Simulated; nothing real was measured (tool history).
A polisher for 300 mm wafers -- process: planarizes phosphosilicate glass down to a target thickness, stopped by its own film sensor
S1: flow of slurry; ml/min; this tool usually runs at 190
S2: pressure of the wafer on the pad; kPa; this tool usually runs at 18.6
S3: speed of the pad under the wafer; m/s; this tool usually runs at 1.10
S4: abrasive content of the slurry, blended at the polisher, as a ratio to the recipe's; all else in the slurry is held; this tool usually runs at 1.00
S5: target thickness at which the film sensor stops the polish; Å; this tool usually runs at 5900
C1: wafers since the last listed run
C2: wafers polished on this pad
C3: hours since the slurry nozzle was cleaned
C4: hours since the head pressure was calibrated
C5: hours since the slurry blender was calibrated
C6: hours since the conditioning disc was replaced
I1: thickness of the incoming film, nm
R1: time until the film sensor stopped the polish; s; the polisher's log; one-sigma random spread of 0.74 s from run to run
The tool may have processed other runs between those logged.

{"run": 1, "hour": 0.0, "S1": 190, "S2": 18.6, "S3": 1.1, "S4": 1.0, "S5": 5900, "C1": 0, "C2": 649, "C3": 100.5, "C4": 226.2, "C5": 103.7, "C6": 112.5, "I1": 992.6, "R1": 41.1}
{"run": 2, "hour": 63.1, "S1": 190, "S2": 18.6, "S3": 1.1, "S4": 1.0, "S5": 5900, "C1": 653, "C2": 1302, "C3": 163.6, "C4": 289.3, "C5": 166.8, "C6": 175.6, "I1": 994.2, "R1": 41.2}
{"hour": 98.8, "done": "worn pad replaced by a new one"}
{"run": 3, "hour": 105.8, "S1": 190, "S2": 18.6, "S3": 1.1, "S4": 1.0, "S5": 5900, "C1": 400, "C2": 72, "C3": 206.3, "C4": 332.0, "C5": 209.5, "C6": 218.3, "I1": 1008.8, "R1": 43.3}
{"hour": 132.4, "done": "head pressure recalibrated"}
{"run": 4, "hour": 177.8, "S1": 190, "S2": 18.6, "S3": 0.88, "S4": 1.0, "S5": 5900, "C1": 724, "C2": 796, "C3": 278.3, "C4": 45.4, "C5": 281.5, "C6": 290.3, "I1": 990.4, "R1": 51.1}
{"run": 5, "hour": 231.3, "S1": 190, "S2": 18.6, "S3": 0.88, "S4": 1.0, "S5": 5900, "C1": 553, "C2": 1350, "C3": 331.8, "C4": 98.9, "C5": 335.0, "C6": 343.8, "I1": 1008.3, "R1": 53.7}
{"hour": 248.7, "done": "slurry blender recalibrated"}
{"hour": 260.0, "done": "worn pad replaced by a new one"}
{"run": 6, "hour": 291.0, "S1": 190, "S2": 18.6, "S3": 0.88, "S4": 1.0, "S5": 5900, "C1": 555, "C2": 321, "C3": 391.5, "C4": 158.6, "C5": 42.3, "C6": 403.5, "I1": 991.3, "R1": 52.5}
{"run": 7, "hour": 338.1, "S1": 190, "S2": 13.8, "S3": 1.1, "S4": 1.0, "S5": 5900, "C1": 487, "C2": 808, "C3": 438.6, "C4": 205.7, "C5": 89.4, "C6": 450.6, "I1": 1003.8, "R1": 60.7}
{"run": 8, "hour": 382.2, "S1": 190, "S2": 12.4, "S3": 1.1, "S4": 1.0, "S5": 5900, "C1": 456, "C2": 1265, "C3": 482.7, "C4": 249.8, "C5": 133.5, "C6": 494.7, "I1": 989.4, "R1": 62.7}
{"hour": 392.3, "done": "worn pad replaced by a new one"}
{"hour": 461.1, "done": "conditioning disc replaced and pad reconditioned"}
{"hour": 512.3, "done": "head pressure recalibrated"}
{"run": 9, "hour": 515.0, "S1": 190, "S2": 18.6, "S3": 1.1, "S4": 1.0, "S5": 5900, "C1": 1291, "C2": 1228, "C3": 615.5, "C4": 2.7, "C5": 266.3, "C6": 53.9, "I1": 991.6, "R1": 43.0}
{"hour": 521.2, "done": "worn pad replaced by a new one"}
{"run": 10, "hour": 545.3, "S1": 190, "S2": 18.6, "S3": 1.1, "S4": 1.0, "S5": 4880, "C1": 272, "C2": 249, "C3": 645.8, "C4": 33.0, "C5": 296.6, "C6": 84.2, "I1": 980.6, "R1": 52.3}
{"hour": 568.1, "done": "slurry nozzle cleaned"}
{"hour": 584.7, "done": "slurry blender recalibrated"}
{"run": 11, "hour": 591.6, "S1": 190, "S2": 18.6, "S3": 1.1, "S4": 1.0, "S5": 5900, "C1": 448, "C2": 697, "C3": 23.5, "C4": 79.3, "C5": 6.9, "C6": 130.5, "I1": 982.4, "R1": 42.9}
{"run": 12, "hour": 620.6, "S1": 190, "S2": 18.6, "S3": 0.74, "S4": 0.85, "S5": 5900, "C1": 300, "C2": 997, "C3": 52.5, "C4": 108.3, "C5": 35.9, "C6": 159.5, "I1": 1003.5, "R1": 66.7}
{"hour": 687.5, "done": "worn pad replaced by a new one"}
{"run": 13, "hour": 692.4, "S1": 190, "S2": 18.6, "S3": 1.1, "S4": 1.0, "S5": 5510, "C1": 701, "C2": 51, "C3": 124.3, "C4": 180.1, "C5": 107.7, "C6": 231.3, "I1": 1007.3, "R1": 48.9}
{"run": 14, "hour": 728.4, "S1": 245, "S2": 15.2, "S3": 1.1, "S4": 1.0, "S5": 5900, "C1": 372, "C2": 423, "C3": 160.3, "C4": 216.1, "C5": 143.7, "C6": 267.3, "I1": 999.9, "R1": 52.1}

What if the next run were any one of these 3? Each begins from the tool's condition after run 14:
{"run": "A", "hour": 728.8, "S1": 190, "S2": 18.6, "S3": 1.1, "S4": 1.0, "S5": 5900, "C1": 4, "C2": 427, "C3": 160.7, "C4": 216.5, "C5": 144.1, "C6": 267.7, "I1": 983.5, "R1": "?"}
{"run": "B", "hour": 728.8, "S1": 190, "S2": 18.6, "S3": 1.1, "S4": 1.0, "S5": 6770, "C1": 4, "C2": 427, "C3": 160.7, "C4": 216.5, "C5": 144.1, "C6": 267.7, "I1": 983.5, "R1": "?"}
{"run": "C", "hour": 728.8, "S1": 140, "S2": 24.8, "S3": 1.32, "S4": 1.0, "S5": 4710, "C1": 4, "C2": 427, "C3": 160.7, "C4": 216.5, "C5": 144.1, "C6": 267.7, "I1": 983.5, "R1": "?"}

run=A R1=41.7
run=B R1=32.5
run=C R1=36.8
The same runs, with their run-to-run variation unchanged, on a tool lacking any hidden condition would have given:
run=A R1=43.1
run=B R1=33.6
run=C R1=37.6
